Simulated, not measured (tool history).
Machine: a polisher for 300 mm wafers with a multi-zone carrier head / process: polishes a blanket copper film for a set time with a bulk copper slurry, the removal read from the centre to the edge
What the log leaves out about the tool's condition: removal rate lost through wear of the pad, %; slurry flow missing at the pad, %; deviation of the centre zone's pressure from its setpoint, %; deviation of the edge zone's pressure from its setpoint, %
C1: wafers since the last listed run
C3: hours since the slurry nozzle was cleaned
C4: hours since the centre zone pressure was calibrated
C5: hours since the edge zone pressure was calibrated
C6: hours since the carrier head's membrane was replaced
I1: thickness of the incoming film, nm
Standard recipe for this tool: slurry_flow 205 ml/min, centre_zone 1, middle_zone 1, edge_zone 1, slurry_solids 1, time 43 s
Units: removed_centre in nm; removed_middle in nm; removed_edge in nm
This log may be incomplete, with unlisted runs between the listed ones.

{"run": 1, "day": 0.0, "slurry_flow": 205, "centre_zone": 1, "middle_zone": 1, "edge_zone": 0.91, "slurry_solids": 1, "time": 35, "C1": 0, "wafers polished on this pad": 214, "C3": 276.2, "C4": 638.9, "C5": 813.4, "C6": 770.8, "I1": 4344, "removed_centre": 223.2, "removed_middle": 207.9, "removed_edge": 194.1}
{"run": 2, "day": 1.517, "slurry_flow": 205, "centre_zone": 1, "middle_zone": 1, "edge_zone": 0.91, "slurry_solids": 1, "time": 35, "C1": 498, "wafers polished on this pad": 713, "C3": 312.6, "C4": 675.3, "C5": 849.8, "C6": 807.2, "I1": 4417.7, "removed_centre": 217.9, "removed_middle": 202.2, "removed_edge": 191.2}
{"run": 3, "day": 1.875, "slurry_flow": 205, "centre_zone": 0.96, "middle_zone": 1, "edge_zone": 1, "slurry_solids": 1, "time": 43, "C1": 117, "wafers polished on this pad": 830, "C3": 321.2, "C4": 683.9, "C5": 858.4, "C6": 815.8, "I1": 4320.4, "removed_centre": 259.2, "removed_middle": 250.7, "removed_edge": 241.8}
{"run": 4, "day": 2.225, "slurry_flow": 205, "centre_zone": 1, "middle_zone": 1, "edge_zone": 1, "slurry_solids": 1, "time": 54, "C1": 115, "wafers polished on this pad": 946, "C3": 329.6, "C4": 692.3, "C5": 866.8, "C6": 824.2, "I1": 4339.4, "removed_centre": 333.1, "removed_middle": 313.9, "removed_edge": 303}
{"day": 3.454, "done": "worn pad replaced by a new one"}
{"run": 5, "day": 3.721, "slurry_flow": 205, "centre_zone": 1, "middle_zone": 1, "edge_zone": 1, "slurry_solids": 1.1, "time": 54, "C1": 437, "wafers polished on this pad": 87, "C3": 365.5, "C4": 728.2, "C5": 902.7, "C6": 860.1, "I1": 4348.5, "removed_centre": 349.2, "removed_middle": 324.4, "removed_edge": 322.2}
{"run": 6, "day": 4.3, "slurry_flow": 205, "centre_zone": 1, "middle_zone": 1, "edge_zone": 1, "slurry_solids": 1, "time": 43, "C1": 190, "wafers polished on this pad": 277, "C3": 379.4, "C4": 742.1, "C5": 916.6, "C6": 874, "I1": 4322.7, "removed_centre": 273.1, "removed_middle": 255.8, "removed_edge": 249.4}
{"run": 7, "day": 4.767, "slurry_flow": 205, "centre_zone": 1, "middle_zone": 1, "edge_zone": 1.1, "slurry_solids": 1.2, "time": 31, "C1": 153, "wafers polished on this pad": 431, "C3": 390.6, "C4": 753.3, "C5": 927.8, "C6": 885.2, "I1": 4356.2, "removed_centre": 200.7, "removed_middle": 188.2, "removed_edge": 190.4}
{"run": 8, "day": 5.029, "slurry_flow": 205, "centre_zone": 1, "middle_zone": 1, "edge_zone": 1, "slurry_solids": 1, "time": 43, "C1": 86, "wafers polished on this pad": 517, "C3": 396.9, "C4": 759.6, "C5": 934.1, "C6": 891.5, "I1": 4342.6, "removed_centre": 268.4, "removed_middle": 249.7, "removed_edge": 248.6}
{"day": 5.517, "done": "slurry nozzle cleaned"}
{"run": 9, "day": 5.633, "slurry_flow": 180, "centre_zone": 0.96, "middle_zone": 1.05, "edge_zone": 1, "slurry_solids": 0.85, "time": 43, "C1": 185, "wafers polished on this pad": 702, "C3": 2.8, "C4": 774.1, "C5": 948.6, "C6": 906, "I1": 4439.2, "removed_centre": 245.9, "removed_middle": 247.8, "removed_edge": 235}
{"run": 10, "day": 5.988, "slurry_flow": 205, "centre_zone": 1, "middle_zone": 1, "edge_zone": 1, "slurry_solids": 1, "time": 43, "C1": 116, "wafers polished on this pad": 819, "C3": 11.3, "C4": 782.6, "C5": 957.1, "C6": 914.5, "I1": 4355.2, "removed_centre": 268.5, "removed_middle": 249.9, "removed_edge": 244.9}
{"day": 6.392, "done": "edge zone pressure recalibrated"}
{"run": 11, "day": 6.521, "slurry_flow": 205, "centre_zone": 1, "middle_zone": 1.04, "edge_zone": 0.88, "slurry_solids": 1, "time": 38, "C1": 148, "wafers polished on this pad": 967, "C3": 24.1, "C4": 795.4, "C5": 3.1, "C6": 927.3, "I1": 4329.6, "removed_centre": 240.8, "removed_middle": 224.5, "removed_edge": 203.2}
{"run": 12, "day": 7.054, "slurry_flow": 205, "centre_zone": 1, "middle_zone": 1.04, "edge_zone": 0.93, "slurry_solids": 0.85, "time": 39, "C1": 175, "wafers polished on this pad": 1142, "C3": 36.9, "C4": 808.2, "C5": 15.9, "C6": 940.1, "I1": 4335.5, "removed_centre": 233, "removed_middle": 225.4, "removed_edge": 202}
{"day": 7.4, "done": "centre zone pressure recalibrated"}
{"day": 7.471, "done": "worn pad replaced by a new one"}
{"run": 13, "day": 7.504, "slurry_flow": 205, "centre_zone": 1, "middle_zone": 1, "edge_zone": 1, "slurry_solids": 1, "time": 43, "C1": 97, "wafers polished on this pad": 11, "C3": 47.7, "C4": 2.5, "C5": 26.7, "C6": 950.9, "I1": 4304.1, "removed_centre": 250.3, "removed_middle": 252.1, "removed_edge": 252.5}
{"run": 14, "day": 7.938, "slurry_flow": 205, "centre_zone": 1, "middle_zone": 1, "edge_zone": 1, "slurry_solids": 0.9, "time": 34, "C1": 142, "wafers polished on this pad": 153, "C3": 58.1, "C4": 12.9, "C5": 37.1, "C6": 961.3, "I1": 4383, "removed_centre": 194.8, "removed_middle": 198.3, "removed_edge": 196.7}

What will run 15 give?
{"day": 8.208, "done": "carrier head's membrane replaced by a new one"}
{"run": 15, "day": 8.646, "slurry_flow": 205, "centre_zone": 1, "middle_zone": 1, "edge_zone": 1, "slurry_solids": 1, "time": 43, "C1": 164, "wafers polished on this pad": 318, "C3": 75.1, "C4": 29.9, "C5": 54.1, "C6": 10.5, "I1": 4340.2, "removed_centre": "?", "removed_middle": "?", "removed_edge": "?"}

removed_centre: 253.6 nm
removed_middle: 258.6 nm
removed_edge: 248.9 nm
On a tool with no hidden condition, and with the same random variation, this run would have come out at removed_centre 258 nm, removed_middle 263.4 nm, removed_edge 253.5 nm.
